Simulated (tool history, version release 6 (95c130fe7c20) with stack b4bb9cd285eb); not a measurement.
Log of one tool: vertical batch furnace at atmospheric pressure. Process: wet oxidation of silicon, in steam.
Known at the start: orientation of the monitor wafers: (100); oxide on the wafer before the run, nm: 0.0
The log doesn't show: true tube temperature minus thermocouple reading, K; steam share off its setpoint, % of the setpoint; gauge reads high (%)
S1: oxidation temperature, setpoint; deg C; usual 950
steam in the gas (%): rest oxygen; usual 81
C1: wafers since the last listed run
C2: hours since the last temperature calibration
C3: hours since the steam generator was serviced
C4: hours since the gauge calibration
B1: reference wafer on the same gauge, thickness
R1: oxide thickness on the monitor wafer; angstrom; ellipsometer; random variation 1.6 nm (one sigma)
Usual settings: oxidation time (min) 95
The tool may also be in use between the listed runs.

Run 1, hour 0: usual settings but S1 963 deg C, steam in the gas (%) 75; C1 0; C2 1548.8; C3 1173.4; C4 333.6; B1 414.15. Result: R1 3796.8 angstrom.
Run 2, hour 178.5: usual settings but S1 963 deg C, steam in the gas (%) 75; C1 1418; C2 1727.3; C3 1351.9; C4 512.1; B1 414.08. Result: R1 3817.4 angstrom.
Run 3, hour 234.6: usual settings but oxidation time (min) 122.5; C1 445; C2 1783.4; C3 1408; C4 568.2; B1 413.68. Result: R1 4347.6 angstrom.
Run 4, hour 300: usual settings but oxidation time (min) 122.5; C1 519; C2 1848.8; C3 1473.4; C4 633.6; B1 414.08. Result: R1 4357.8 angstrom.
Run 5, hour 346.7: usual settings; C1 371; C2 1895.5; C3 1520.1; C4 680.3; B1 414.01. Result: R1 3617.5 angstrom.
Run 6, hour 392.3: usual settings; C1 362; C2 1941.1; C3 1565.7; C4 725.9; B1 413.98. Result: R1 3626.8 angstrom.
At hour 523: gauge calibrated.
Run 7, hour 538.4: usual settings; C1 1160; C2 2087.2; C3 1711.8; C4 15.4; B1 414.19. Result: R1 3619.3 angstrom.
Run 8, hour 574.2: usual settings; C1 284; C2 2123; C3 1747.6; C4 51.2; B1 414.65. Result: R1 3626.8 angstrom.
Run 9, hour 619.7: usual settings; C1 361; C2 2168.5; C3 1793.1; C4 96.7; B1 414.51. Result: R1 3637.8 angstrom.
Run 10, hour 677.7: usual settings; C1 460; C2 2226.5; C3 1851.1; C4 154.7; B1 413.98. Result: R1 3659.7 angstrom.
Run 11, hour 717.5: usual settings; C1 316; C2 2266.3; C3 1890.9; C4 194.5; B1 414.23. Result: R1 3676.3 angstrom.
At hour 777.4: thermocouples replaced and temperature profile calibrated.
Run 12, hour 777.9: usual settings but oxidation time (min) 131; C1 289; C2 0.5; C3 1951.3; C4 254.9; B1 414.01. Result: R1 4763.2 angstrom.
Run 13, hour 801: usual settings but S1 970 deg C; C1 183; C2 23.6; C3 1974.4; C4 278; B1 414.06. Result: R1 4434.5 angstrom.
At hour 831.9: steam generator serviced.
Run 14, hour 857.4: usual settings but S1 941 deg C; C1 257; C2 80; C3 25.5; C4 334.4; B1 414.17. Result: R1 3452 angstrom.
Run 15, hour 901.2: usual settings; C1 348; C2 123.8; C3 69.3; C4 378.2; B1 414.08. Result: R1 3750.5 angstrom.
Run 16, hour 940.7: usual settings but oxidation time (min) 138, steam in the gas (%) 69; C1 313; C2 163.3; C3 108.8; C4 417.7; B1 413.79. Result: R1 4409.1 angstrom.
At hour 973.2: thermocouples replaced and temperature profile calibrated, repeated, since the last time left the tool worse.
Run 17, hour 999.8: usual settings but oxidation time (min) 141, steam in the gas (%) 88; C1 278; C2 26.6; C3 167.9; C4 476.8; B1 413.84. Result: R1 5020.1 angstrom.
Run 18, hour 1036.8: usual settings but S1 932 deg C; C1 294; C2 63.6; C3 204.9; C4 513.8; B1 414.2. Result: R1 2978.3 angstrom.
Run 19, hour 1105.9: usual settings; C1 549; C2 132.7; C3 274; C4 582.9; B1 414.29. Result: R1 3552.9 angstrom.
Run 20, hour 1154.3: usual settings; C1 384; C2 181.1; C3 322.4; C4 631.3; B1 414.03. Result: R1 3545.4 angstrom.

3 ways to go on from here, each from the tool as it stands after run 20. What would each give?
Run A, hour 1160: usual settings; C1 45; C2 186.8; C3 328.1; C4 637; B1 ?. Result: R1 ?.
Run B, hour 1160: usual settings but oxidation time (min) 137.5, steam in the gas (%) 72; C1 45; C2 186.8; C3 328.1; C4 637; B1 ?. Result: R1 ?.
Run C, hour 1160: usual settings but S1 971 deg C, oxidation time (min) 125, steam in the gas (%) 91; C1 45; C2 186.8; C3 328.1; C4 637; B1 ?. Result: R1 ?.

run      B1      R1
  A  414.32  3535.2
  B  414.32  4271.8
  C  414.32  5576.6
Without the tool's hidden state the same runs would have given:
run      R1
  A  3522.6
  B  4257.5
  C  5560.7

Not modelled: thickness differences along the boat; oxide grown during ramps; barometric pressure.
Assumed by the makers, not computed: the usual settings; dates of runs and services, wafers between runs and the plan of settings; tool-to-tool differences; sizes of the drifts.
